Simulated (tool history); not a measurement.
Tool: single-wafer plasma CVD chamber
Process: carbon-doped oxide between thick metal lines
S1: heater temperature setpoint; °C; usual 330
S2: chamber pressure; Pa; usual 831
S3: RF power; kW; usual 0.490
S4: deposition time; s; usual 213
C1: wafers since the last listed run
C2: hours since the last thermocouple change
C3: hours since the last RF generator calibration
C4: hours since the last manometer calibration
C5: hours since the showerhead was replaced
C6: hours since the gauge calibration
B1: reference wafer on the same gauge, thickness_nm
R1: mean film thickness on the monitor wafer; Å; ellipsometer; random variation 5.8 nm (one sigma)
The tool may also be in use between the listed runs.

run	hour	S1	S2	S3	S4	C1	C2	C3	C4	C5	C6	B1	R1
1	0.0	330	831	0.545	213	0	2048.3	746.4	1976.0	4397.8	146.9	1202.694	11486.74
2	32.1	330	831	0.545	213	173	2080.4	778.5	2008.1	4429.9	179.0	1200.715	11379.63
3	72.5	330	831	0.545	213	218	2120.8	818.9	2048.5	4470.3	219.4	1200.237	11370.33
4	144.3	330	831	0.490	213	388	2192.6	890.7	2120.3	4542.1	291.2	1200.213	10542.03
5	210.2	330	831	0.490	213	356	2258.5	956.6	2186.2	4608.0	357.1	1200.055	10522.71
# hour 253.8: RF generator calibrated
6	255.9	330	831	0.490	182	203	2304.2	2.1	2231.9	4653.7	402.8	1198.677	9384.01
7	327.1	330	831	0.490	213	384	2375.4	73.3	2303.1	4724.9	474.0	1199.187	10974.23
8	366.8	330	831	0.490	213	214	2415.1	113.0	2342.8	4764.6	513.7	1201.114	10890.81
# hour 410.2: thermocouple changed; heater temperature recalibrated
9	416.1	325	913	0.490	213	223	5.9	162.3	2392.1	4813.9	563.0	1199.707	11057.80
10	445.0	330	831	0.490	213	156	34.8	191.2	2421.0	4842.8	591.9	1198.685	10817.72
11	481.2	330	831	0.570	213	195	71.0	227.4	2457.2	4879.0	628.1	1199.909	11850.21
12	541.6	330	831	0.560	213	326	131.4	287.8	2517.6	4939.4	688.5	1200.613	11778.21
13	590.3	341	748	0.490	213	263	180.1	336.5	2566.3	4988.1	737.2	1198.870	10072.93
# hour 644.8: capacitance manometer re-zeroed and calibrated
14	657.8	330	831	0.570	213	321	247.6	404.0	13.0	5055.6	804.7	1198.039	11841.15
15	694.7	319	831	0.555	183	199	284.5	440.9	49.9	5092.5	841.6	1201.415	10538.97
# hour 700.1: gauge calibrated
16	747.9	330	831	0.490	213	287	337.7	494.1	103.1	5145.7	47.8	1198.954	10663.23
17	775.9	320	897	0.395	213	151	365.7	522.1	131.1	5173.7	75.8	1199.178	9193.04
18	842.0	330	831	0.490	213	357	431.8	588.2	197.2	5239.8	141.9	1201.497	10610.48
# hour 900.9: showerhead replaced
19	911.6	320	897	0.395	213	332	501.4	657.8	266.8	10.7	211.5	1200.302	9163.00
20	957.3	344	831	0.490	213	247	547.1	703.5	312.5	56.4	257.2	1200.188	10033.96
21	990.9	330	831	0.420	213	181	580.7	737.1	346.1	90.0	290.8	1199.926	9250.55
22	1052.6	341	831	0.405	213	333	642.4	798.8	407.8	151.7	352.5	1199.968	8572.14
23	1087.4	330	831	0.415	235	188	677.2	833.6	442.6	186.5	387.3	1199.131	10027.83
24	1136.7	330	831	0.490	213	266	726.5	882.9	491.9	235.8	436.6	1199.750	10618.14
25	1167.7	330	831	0.490	213	167	757.5	913.9	522.9	266.8	467.6	1198.769	10533.53
26	1192.8	330	831	0.490	183	135	782.6	939.0	548.0	291.9	492.7	1199.911	9075.98
27	1224.8	318	831	0.540	213	172	814.6	971.0	580.0	323.9	524.7	1198.925	11817.25
28	1266.7	330	831	0.400	213	226	856.5	1012.9	621.9	365.8	566.6	1199.260	8800.06

Forecast each of these 4 alternatives for the next run:
A	1267.2	330	831	0.490	213	2	857.0	1013.4	622.4	366.3	567.1	?	?
B	1267.2	330	631	0.530	213	2	857.0	1013.4	622.4	366.3	567.1	?	?
C	1267.2	341	661	0.490	213	2	857.0	1013.4	622.4	366.3	567.1	?	?
D	1267.2	340	831	0.490	213	2	857.0	1013.4	622.4	366.3	567.1	?	?

run	B1	R1
A	1198.404	10597.31
B	1198.404	10681.87
C	1198.404	9803.31
D	1198.404	10245.57
Without the tool's hidden state the same runs would have given:
run	R1
A	11048.09
B	11126.31
C	10220.32
D	10681.39

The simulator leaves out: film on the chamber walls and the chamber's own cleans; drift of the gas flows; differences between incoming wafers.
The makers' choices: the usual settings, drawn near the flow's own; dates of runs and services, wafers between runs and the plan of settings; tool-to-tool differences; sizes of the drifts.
